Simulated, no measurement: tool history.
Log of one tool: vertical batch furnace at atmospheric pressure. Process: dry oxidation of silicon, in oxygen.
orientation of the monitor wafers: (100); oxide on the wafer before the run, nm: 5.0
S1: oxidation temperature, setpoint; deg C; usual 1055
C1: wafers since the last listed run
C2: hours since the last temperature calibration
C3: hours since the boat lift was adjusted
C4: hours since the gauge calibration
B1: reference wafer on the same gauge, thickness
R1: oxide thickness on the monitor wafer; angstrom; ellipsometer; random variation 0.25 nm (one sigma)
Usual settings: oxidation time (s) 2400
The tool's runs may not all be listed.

Run 1, hour 0: usual settings but S1 1037 deg C; C1 0; C2 4668.3; C3 4305.9; C4 387.3; B1 69.43. Result: R1 527.8 angstrom.
Run 2, hour 36: usual settings but S1 1037 deg C; C1 529; C2 4704.3; C3 4341.9; C4 423.3; B1 69.38. Result: R1 519.2 angstrom.
Run 3, hour 64.6: usual settings but S1 1037 deg C; C1 420; C2 4732.9; C3 4370.5; C4 451.9; B1 69.47. Result: R1 524.4 angstrom.
Run 4, hour 87.8: usual settings but S1 1042 deg C; C1 341; C2 4756.1; C3 4393.7; C4 475.1; B1 69.51. Result: R1 545.1 angstrom.
Run 5, hour 117.2: usual settings but S1 1042 deg C; C1 432; C2 4785.5; C3 4423.1; C4 504.5; B1 69.51. Result: R1 549.4 angstrom.
Run 6, hour 151.2: usual settings but S1 1042 deg C; C1 499; C2 4819.5; C3 4457.1; C4 538.5; B1 69.4. Result: R1 549.5 angstrom.
At hour 182.2: boat lift adjusted.
At hour 186.9: gauge calibrated.
At hour 193.1: thermocouples replaced and temperature profile calibrated.
Run 7, hour 193.6: usual settings but oxidation time (s) 2940; C1 109; C2 0.5; C3 11.4; C4 6.7; B1 69.49. Result: R1 691 angstrom.
Run 8, hour 198.4: usual settings; C1 70; C2 5.3; C3 16.2; C4 11.5; B1 69.54. Result: R1 612.8 angstrom.
Run 9, hour 212.1: usual settings; C1 201; C2 19; C3 29.9; C4 25.2; B1 69.48. Result: R1 606.5 angstrom.
Run 10, hour 229.7: usual settings; C1 258; C2 36.6; C3 47.5; C4 42.8; B1 69.57. Result: R1 606.7 angstrom.
Run 11, hour 263.2: usual settings but S1 1039 deg C, oxidation time (s) 2730; C1 492; C2 70.1; C3 81; C4 76.3; B1 69.34. Result: R1 579 angstrom.
Run 12, hour 287.5: usual settings but S1 1062 deg C, oxidation time (s) 3330; C1 357; C2 94.4; C3 105.3; C4 100.6; B1 69.53. Result: R1 784.6 angstrom.
Run 13, hour 316.1: usual settings; C1 420; C2 123; C3 133.9; C4 129.2; B1 69.54. Result: R1 612.3 angstrom.
Run 14, hour 340.5: usual settings; C1 358; C2 147.4; C3 158.3; C4 153.6; B1 69.54. Result: R1 609.6 angstrom.
Run 15, hour 367.3: usual settings but S1 1074 deg C, oxidation time (s) 2940; C1 394; C2 174.2; C3 185.1; C4 180.4; B1 69.48. Result: R1 800.7 angstrom.
Run 16, hour 396.9: usual settings but S1 1069 deg C, oxidation time (s) 1770; C1 435; C2 203.8; C3 214.7; C4 210; B1 69.61. Result: R1 567.8 angstrom.
Run 17, hour 414.9: usual settings but oxidation time (s) 2760; C1 264; C2 221.8; C3 232.7; C4 228; B1 69.52. Result: R1 664.3 angstrom.
Run 18, hour 447.2: usual settings but S1 1071 deg C, oxidation time (s) 2820; C1 474; C2 254.1; C3 265; C4 260.3; B1 69.49. Result: R1 767.1 angstrom.
Run 19, hour 471.4: usual settings but S1 1071 deg C; C1 355; C2 278.3; C3 289.2; C4 284.5; B1 69.47. Result: R1 697.7 angstrom.
Run 20, hour 493.3: usual settings but S1 1065 deg C; C1 322; C2 300.2; C3 311.1; C4 306.4; B1 69.42. Result: R1 658 angstrom.

Forecast each of these 3 alternatives for the next run:
Run A, hour 498.2: usual settings; C1 72; C2 305.1; C3 316; C4 311.3; B1 ?. Result: R1 ?.
Run B, hour 498.2: usual settings but S1 1034 deg C, oxidation time (s) 3120; C1 72; C2 305.1; C3 316; C4 311.3; B1 ?. Result: R1 ?.
Run C, hour 498.2: usual settings but S1 1076 deg C; C1 72; C2 305.1; C3 316; C4 311.3; B1 ?. Result: R1 ?.

run    B1     R1
  A  69.5  607.7
  B  69.5  598.3
  C  69.5  717.8
Without the tool's hidden state the same runs would have given:
run     R1
  A  607.7
  B  598.3
  C  717.8
